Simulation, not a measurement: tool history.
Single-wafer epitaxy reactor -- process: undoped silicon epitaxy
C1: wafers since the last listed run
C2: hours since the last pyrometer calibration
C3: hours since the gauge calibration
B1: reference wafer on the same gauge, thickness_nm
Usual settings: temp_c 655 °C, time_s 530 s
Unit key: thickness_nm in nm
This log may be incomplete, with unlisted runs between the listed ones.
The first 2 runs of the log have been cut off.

{"run": 3, "hour": 21.9, "temp_c": 649, "time_s": 468, "C1": 21, "C2": 1392.8, "C3": 63.5, "B1": 78.606, "thickness_nm": 71.25}
{"run": 4, "hour": 34.9, "temp_c": 655, "time_s": 530, "C1": 41, "C2": 1405.8, "C3": 76.5, "B1": 78.477, "thickness_nm": 93.77}
{"run": 5, "hour": 46.5, "temp_c": 647, "time_s": 530, "C1": 37, "C2": 1417.4, "C3": 88.1, "B1": 78.441, "thickness_nm": 77.522}
{"run": 6, "hour": 57.1, "temp_c": 663, "time_s": 530, "C1": 34, "C2": 1428.0, "C3": 98.7, "B1": 78.478, "thickness_nm": 112.357}
{"run": 7, "hour": 65.1, "temp_c": 644, "time_s": 530, "C1": 25, "C2": 1436.0, "C3": 106.7, "B1": 78.569, "thickness_nm": 72.528}
{"run": 8, "hour": 74.1, "temp_c": 655, "time_s": 530, "C1": 29, "C2": 1445.0, "C3": 115.7, "B1": 78.41, "thickness_nm": 92.886}
{"run": 9, "hour": 84.7, "temp_c": 655, "time_s": 530, "C1": 34, "C2": 1455.6, "C3": 126.3, "B1": 78.471, "thickness_nm": 93.192}
{"run": 10, "hour": 97.2, "temp_c": 655, "time_s": 530, "C1": 40, "C2": 1468.1, "C3": 138.8, "B1": 78.433, "thickness_nm": 93.355}
{"run": 11, "hour": 114.4, "temp_c": 655, "time_s": 530, "C1": 55, "C2": 1485.3, "C3": 156.0, "B1": 78.55, "thickness_nm": 93.343}
{"run": 12, "hour": 124.1, "temp_c": 655, "time_s": 495, "C1": 31, "C2": 1495.0, "C3": 165.7, "B1": 78.336, "thickness_nm": 88.047}
{"run": 13, "hour": 135.8, "temp_c": 655, "time_s": 495, "C1": 37, "C2": 1506.7, "C3": 177.4, "B1": 78.428, "thickness_nm": 87.376}
{"hour": 150.0, "done": "pyrometer calibrated"}
{"run": 14, "hour": 150.5, "temp_c": 655, "time_s": 495, "C1": 21, "C2": 0.5, "C3": 192.1, "B1": 78.564, "thickness_nm": 86.785}
{"run": 15, "hour": 157.8, "temp_c": 664, "time_s": 530, "C1": 23, "C2": 7.8, "C3": 199.4, "B1": 78.49, "thickness_nm": 114.481}
{"run": 16, "hour": 172.4, "temp_c": 655, "time_s": 557, "C1": 47, "C2": 22.4, "C3": 214.0, "B1": 78.528, "thickness_nm": 98.096}
{"run": 17, "hour": 182.4, "temp_c": 655, "time_s": 530, "C1": 32, "C2": 32.4, "C3": 224.0, "B1": 78.536, "thickness_nm": 93.434}
{"run": 18, "hour": 199.5, "temp_c": 655, "time_s": 530, "C1": 55, "C2": 49.5, "C3": 241.1, "B1": 78.46, "thickness_nm": 93.085}
{"run": 19, "hour": 215.5, "temp_c": 655, "time_s": 530, "C1": 51, "C2": 65.5, "C3": 257.1, "B1": 78.378, "thickness_nm": 93.597}
{"run": 20, "hour": 222.3, "temp_c": 655, "time_s": 530, "C1": 21, "C2": 72.3, "C3": 263.9, "B1": 78.482, "thickness_nm": 93.66}
{"run": 21, "hour": 237.0, "temp_c": 647, "time_s": 568, "C1": 47, "C2": 87.0, "C3": 278.6, "B1": 78.671, "thickness_nm": 83.255}
{"run": 22, "hour": 253.7, "temp_c": 663, "time_s": 590, "C1": 53, "C2": 103.7, "C3": 295.3, "B1": 78.53, "thickness_nm": 125.003}
{"run": 23, "hour": 267.3, "temp_c": 644, "time_s": 530, "C1": 43, "C2": 117.3, "C3": 308.9, "B1": 78.508, "thickness_nm": 72.252}

Run 24, settings as shown, results not yet in. Your forecast:
{"run": 24, "hour": 275.7, "temp_c": 655, "time_s": 569, "C1": 27, "C2": 125.7, "C3": 317.3, "B1": "?", "thickness_nm": "?"}

For run 24 the tool returned B1 78.470, thickness_nm 99.812 nm.
Without the tool's hidden state the same run would have given thickness_nm 99.812 nm.
